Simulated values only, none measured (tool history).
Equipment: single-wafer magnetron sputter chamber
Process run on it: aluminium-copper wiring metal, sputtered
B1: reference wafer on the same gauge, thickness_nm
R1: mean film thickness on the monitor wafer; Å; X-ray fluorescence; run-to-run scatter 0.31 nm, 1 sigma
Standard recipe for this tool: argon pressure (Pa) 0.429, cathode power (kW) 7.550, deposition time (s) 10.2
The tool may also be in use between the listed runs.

Run 1, hour 0.0: usual settings; B1 139.019. Result: R1 1386.67 Å.
Run 2, hour 26.9: usual settings; B1 138.863. Result: R1 1383.11 Å.
At hour 52.0: sputter target and shields replaced.
Run 3, hour 52.5: usual settings; B1 139.008. Result: R1 1386.61 Å.
Run 4, hour 78.3: usual settings; B1 138.977. Result: R1 1386.60 Å.
Run 5, hour 93.6: usual settings; B1 138.834. Result: R1 1391.51 Å.
Run 6, hour 112.6: usual settings; B1 138.937. Result: R1 1390.18 Å.
Run 7, hour 176.7: usual settings but argon pressure (Pa) 0.362, cathode power (kW) 8.100; B1 139.020. Result: R1 1574.42 Å.
Run 8, hour 195.4: usual settings but argon pressure (Pa) 0.362, cathode power (kW) 8.100; B1 139.086. Result: R1 1578.83 Å.
At hour 206.4: sputter target and shields replaced.
Run 9, hour 217.3: usual settings but argon pressure (Pa) 0.362, cathode power (kW) 8.100; B1 138.913. Result: R1 1575.74 Å.
Run 10, hour 234.2: usual settings; B1 139.020. Result: R1 1389.25 Å.
Run 11, hour 269.2: usual settings; B1 138.945. Result: R1 1384.85 Å.
Run 12, hour 290.7: usual settings but argon pressure (Pa) 0.534, cathode power (kW) 6.100, deposition time (s) 9.3; B1 138.976. Result: R1 936.95 Å.
Run 13, hour 326.0: usual settings but argon pressure (Pa) 0.376, deposition time (s) 11.4; B1 138.956. Result: R1 1622.57 Å.
At hour 337.6: sputter target and shields replaced.
Run 14, hour 361.8: usual settings; B1 139.024. Result: R1 1389.11 Å.
Run 15, hour 394.3: usual settings but argon pressure (Pa) 0.562, deposition time (s) 8.5; B1 138.973. Result: R1 1035.02 Å.
At hour 401.9: gauge calibrated.
At hour 424.5: magnet pack replaced.
Run 16, hour 425.0: usual settings; B1 139.176. Result: R1 1391.43 Å.
At hour 440.4: capacitance manometer re-zeroed and calibrated.
Run 17, hour 444.5: usual settings but cathode power (kW) 9.150, deposition time (s) 10.8; B1 139.099. Result: R1 1776.04 Å.

What does the tool deliver on the next run?
Run 18, hour 476.5: usual settings but argon pressure (Pa) 0.261, cathode power (kW) 6.650, deposition time (s) 10.9; B1 ?. Result: R1 ?.

{"run 18": {"B1": 138.977, "R1": 1514.31}}
The same run, on a tool lacking any hidden state, would have yielded R1 1514.31 Å.
